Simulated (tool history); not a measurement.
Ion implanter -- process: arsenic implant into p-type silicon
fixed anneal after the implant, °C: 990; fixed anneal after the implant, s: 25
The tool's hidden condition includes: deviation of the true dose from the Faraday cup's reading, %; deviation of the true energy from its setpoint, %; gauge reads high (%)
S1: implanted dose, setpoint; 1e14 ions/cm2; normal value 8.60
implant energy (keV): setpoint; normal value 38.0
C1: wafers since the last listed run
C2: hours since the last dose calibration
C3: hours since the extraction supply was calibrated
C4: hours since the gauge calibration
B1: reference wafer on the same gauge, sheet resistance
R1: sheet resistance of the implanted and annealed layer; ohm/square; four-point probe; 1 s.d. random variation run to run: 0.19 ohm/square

{"run": 1, "hour": 0.0, "S1": 8.6, "implant energy (keV)": 38.0, "C1": 0, "C2": 958.9, "C3": 2762.7, "C4": 1135.8, "B1": 118.05, "R1": 127.46}
{"run": 2, "hour": 60.3, "S1": 8.6, "implant energy (keV)": 38.0, "C1": 778, "C2": 1019.2, "C3": 2823.0, "C4": 1196.1, "B1": 118.02, "R1": 127.05}
{"run": 3, "hour": 86.3, "S1": 8.6, "implant energy (keV)": 42.5, "C1": 335, "C2": 1045.2, "C3": 2849.0, "C4": 1222.1, "B1": 117.93, "R1": 124.07}
{"run": 4, "hour": 150.6, "S1": 8.6, "implant energy (keV)": 42.5, "C1": 829, "C2": 1109.5, "C3": 2913.3, "C4": 1286.4, "B1": 117.99, "R1": 124.24}
{"run": 5, "hour": 201.5, "S1": 8.6, "implant energy (keV)": 38.0, "C1": 656, "C2": 1160.4, "C3": 2964.2, "C4": 1337.3, "B1": 117.97, "R1": 127.03}
{"run": 6, "hour": 227.4, "S1": 8.6, "implant energy (keV)": 38.0, "C1": 334, "C2": 1186.3, "C3": 2990.1, "C4": 1363.2, "B1": 118.05, "R1": 126.91}
{"run": 7, "hour": 283.6, "S1": 8.6, "implant energy (keV)": 44.5, "C1": 725, "C2": 1242.5, "C3": 3046.3, "C4": 1419.4, "B1": 117.96, "R1": 123.37}
{"run": 8, "hour": 315.8, "S1": 8.6, "implant energy (keV)": 38.0, "C1": 415, "C2": 1274.7, "C3": 3078.5, "C4": 1451.6, "B1": 118.03, "R1": 126.77}
{"run": 9, "hour": 347.7, "S1": 8.6, "implant energy (keV)": 38.0, "C1": 411, "C2": 1306.6, "C3": 3110.4, "C4": 1483.5, "B1": 117.99, "R1": 127.57}
{"hour": 362.5, "done": "gauge calibrated"}
{"run": 10, "hour": 419.3, "S1": 8.6, "implant energy (keV)": 41.5, "C1": 924, "C2": 1378.2, "C3": 3182.0, "C4": 56.8, "B1": 118.04, "R1": 125.05}
{"run": 11, "hour": 458.5, "S1": 8.6, "implant energy (keV)": 38.0, "C1": 505, "C2": 1417.4, "C3": 3221.2, "C4": 96.0, "B1": 118.0, "R1": 126.7}
{"run": 12, "hour": 511.0, "S1": 8.6, "implant energy (keV)": 38.0, "C1": 677, "C2": 1469.9, "C3": 3273.7, "C4": 148.5, "B1": 118.01, "R1": 127.22}
{"run": 13, "hour": 550.0, "S1": 9.54, "implant energy (keV)": 30.0, "C1": 503, "C2": 1508.9, "C3": 3312.7, "C4": 187.5, "B1": 117.94, "R1": 125.54}
{"run": 14, "hour": 575.4, "S1": 8.6, "implant energy (keV)": 33.5, "C1": 327, "C2": 1534.3, "C3": 3338.1, "C4": 212.9, "B1": 117.93, "R1": 130.3}
{"run": 15, "hour": 733.7, "S1": 7.17, "implant energy (keV)": 30.5, "C1": 2043, "C2": 1692.6, "C3": 3496.4, "C4": 371.2, "B1": 117.94, "R1": 151.37}
{"run": 16, "hour": 796.3, "S1": 10.9, "implant energy (keV)": 38.0, "C1": 807, "C2": 1755.2, "C3": 3559.0, "C4": 433.8, "B1": 117.96, "R1": 109.11}
{"hour": 818.4, "done": "Faraday cup replaced and dose calibrated"}
{"run": 17, "hour": 829.6, "S1": 10.64, "implant energy (keV)": 33.5, "C1": 326, "C2": 11.2, "C3": 3592.3, "C4": 467.1, "B1": 117.94, "R1": 116.35}
{"hour": 896.2, "done": "extraction supply calibrated"}
{"run": 18, "hour": 896.7, "S1": 6.35, "implant energy (keV)": 38.0, "C1": 762, "C2": 78.3, "C3": 0.5, "C4": 534.2, "B1": 117.94, "R1": 162.46}
{"run": 19, "hour": 922.4, "S1": 6.31, "implant energy (keV)": 27.5, "C1": 331, "C2": 104.0, "C3": 26.2, "C4": 559.9, "B1": 118.02, "R1": 172.57}
{"run": 20, "hour": 957.4, "S1": 7.72, "implant energy (keV)": 28.5, "C1": 451, "C2": 139.0, "C3": 61.2, "C4": 594.9, "B1": 117.99, "R1": 148.42}
{"run": 21, "hour": 994.9, "S1": 9.84, "implant energy (keV)": 42.5, "C1": 484, "C2": 176.5, "C3": 98.7, "C4": 632.4, "B1": 118.01, "R1": 114.9}
{"run": 22, "hour": 1031.8, "S1": 8.6, "implant energy (keV)": 38.0, "C1": 476, "C2": 213.4, "C3": 135.6, "C4": 669.3, "B1": 118.02, "R1": 128.71}
{"run": 23, "hour": 1056.3, "S1": 8.6, "implant energy (keV)": 38.0, "C1": 316, "C2": 237.9, "C3": 160.1, "C4": 693.8, "B1": 118.0, "R1": 129.1}
{"run": 24, "hour": 1125.3, "S1": 8.6, "implant energy (keV)": 38.0, "C1": 890, "C2": 306.9, "C3": 229.1, "C4": 762.8, "B1": 118.04, "R1": 128.8}

Some steps in R1, run to run, broken into two amounts with sign: the step expected even without the hidden condition (settings, incoming material, random variation), and the rest, left for the hidden condition together with whatever gauge scatter is not in both the measured and the hidden-condition-free result:
Run 15 -> 16: S1 7.17 -> 10.90, implant energy (keV) 30.5 -> 38.0. R1 -42.26 ohm/square: hidden state +1.27, all else -43.53.
Run 16 -> 17: S1 10.90 -> 10.64, implant energy (keV) 38.0 -> 33.5, Faraday cup replaced and dose calibrated. R1 +7.24 ohm/square: hidden state +2.01, all else +5.23.
Run 17 -> 18: S1 10.64 -> 6.35, implant energy (keV) 33.5 -> 38.0, extraction supply calibrated. R1 +46.11 ohm/square: hidden state -0.22, all else +46.33.

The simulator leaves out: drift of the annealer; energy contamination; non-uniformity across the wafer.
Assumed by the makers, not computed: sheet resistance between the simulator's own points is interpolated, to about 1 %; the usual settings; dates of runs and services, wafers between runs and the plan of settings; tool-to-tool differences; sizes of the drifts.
